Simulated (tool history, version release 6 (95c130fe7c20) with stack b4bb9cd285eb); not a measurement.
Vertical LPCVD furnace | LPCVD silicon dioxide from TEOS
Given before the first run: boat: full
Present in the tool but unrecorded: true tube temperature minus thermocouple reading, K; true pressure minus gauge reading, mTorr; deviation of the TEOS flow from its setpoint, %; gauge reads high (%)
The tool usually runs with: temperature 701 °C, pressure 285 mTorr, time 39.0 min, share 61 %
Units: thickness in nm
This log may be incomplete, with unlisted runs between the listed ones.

run	hour	temperature	pressure	time	share	wafers since the last listed run	hours since the last temperature calibration	hours since the pressure gauge was zeroed	hours since the TEOS flow controller was replaced	hours since the gauge calibration	read-back reference wafer on the same gauge, thickness	thickness
1	0.0	701	245	39.0	69	0	3040.3	1409.4	960.7	1345.8	265.99	274.25
2	269.6	696	285	39.0	61	3026	3309.9	1679.0	1230.3	1615.4	266.20	249.40
3	346.7	696	285	39.0	61	865	3387.0	1756.1	1307.4	1692.5	265.85	248.00
4	412.8	696	285	39.0	61	742	3453.1	1822.2	1373.5	1758.6	265.58	248.01
5	468.2	701	285	35.5	61	621	3508.5	1877.6	1428.9	1814.0	265.79	252.99
6	565.6	708	285	39.0	61	1093	3605.9	1975.0	1526.3	1911.4	266.28	328.26
7	619.0	701	285	39.0	61	599	3659.3	2028.4	1579.7	1964.8	265.91	278.43
8	711.5	701	285	39.0	61	1038	3751.8	2120.9	1672.2	2057.3	266.09	280.08
9	750.4	701	285	39.0	61	436	3790.7	2159.8	1711.1	2096.2	265.96	280.45
10	813.0	701	285	39.0	61	702	3853.3	2222.4	1773.7	2158.8	265.88	279.60
11	849.3	701	285	39.0	61	407	3889.6	2258.7	1810.0	2195.1	265.79	279.73
# hour 938.4: gauge calibrated
12	947.5	701	285	39.0	61	1102	3987.8	2356.9	1908.2	9.1	265.86	281.46
13	1017.2	701	305	45.5	61	782	4057.5	2426.6	1977.9	78.8	265.94	337.06
14	1095.9	701	285	39.0	61	883	4136.2	2505.3	2056.6	157.5	266.37	280.23
# hour 1167.2: pressure gauge zeroed
# hour 1173.6: TEOS flow controller replaced
15	1202.2	701	240	45.0	70	852	4242.5	35.0	28.6	263.8	265.65	319.01
16	1250.3	701	285	25.5	61	540	4290.6	83.1	76.7	311.9	265.72	182.93
17	1351.3	701	340	39.0	61	1133	4391.6	184.1	177.7	412.9	266.00	306.06
18	1414.7	701	285	39.0	53	711	4455.0	247.5	241.1	476.3	265.88	262.07
19	1489.4	692	235	49.0	56	838	4529.7	322.2	315.8	551.0	266.29	246.74
20	1564.0	701	285	39.0	61	837	4604.3	396.8	390.4	625.6	266.50	280.59
21	1648.5	701	285	39.0	61	948	4688.8	481.3	474.9	710.1	266.10	281.26
# hour 1718.9: thermocouples replaced and temperature profile calibrated
22	1719.4	701	320	23.5	61	526	0.5	552.2	545.8	781.0	265.85	185.30
23	2013.0	701	255	32.0	71	3296	294.1	845.8	839.4	1074.6	266.02	245.43
24	2105.8	697	265	46.5	57	1041	386.9	938.6	932.2	1167.4	266.17	295.77
# hour 2248.3: thermocouples replaced and temperature profile calibrated, repeated, since the last time left the tool worse
25	2378.0	701	260	39.0	72	2786	129.7	1210.8	1204.4	1439.6	266.05	277.32
26	2481.2	701	285	39.0	64	1158	232.9	1314.0	1307.6	1542.8	265.86	272.74
27	2561.8	701	285	50.5	69	904	313.5	1394.6	1388.2	1623.4	265.96	366.68
28	2639.2	692	225	53.0	53	869	390.9	1472.0	1465.6	1700.8	266.18	245.98
29	2680.0	701	285	39.0	61	458	431.7	1512.8	1506.4	1741.6	265.98	271.64
30	2764.5	710	285	39.0	61	948	516.2	1597.3	1590.9	1826.1	266.19	331.41
# hour 2860.0: gauge calibrated
31	3029.3	701	245	39.0	61	2973	781.0	1862.1	1855.7	169.3	265.66	251.06

Predict each of these 4 candidate next runs independently; none follows another, all start after run 31:
A	3033.4	694	285	39.0	61	46	785.1	1866.2	1859.8	173.4	?	?
B	3033.4	701	215	39.0	65	46	785.1	1866.2	1859.8	173.4	?	?
C	3033.4	694	285	27.5	61	46	785.1	1866.2	1859.8	173.4	?	?
D	3033.4	693	285	39.0	61	46	785.1	1866.2	1859.8	173.4	?	?

run	read-back reference wafer on the same gauge, thickness	thickness
A	266.27	231.17
B	266.27	243.99
C	266.27	163.00
D	266.27	225.80
The same runs, with their run-to-run variation unchanged, on a tool lacking any hidden condition would have given:
run	thickness
A	223.19
B	235.69
C	157.38
D	217.99
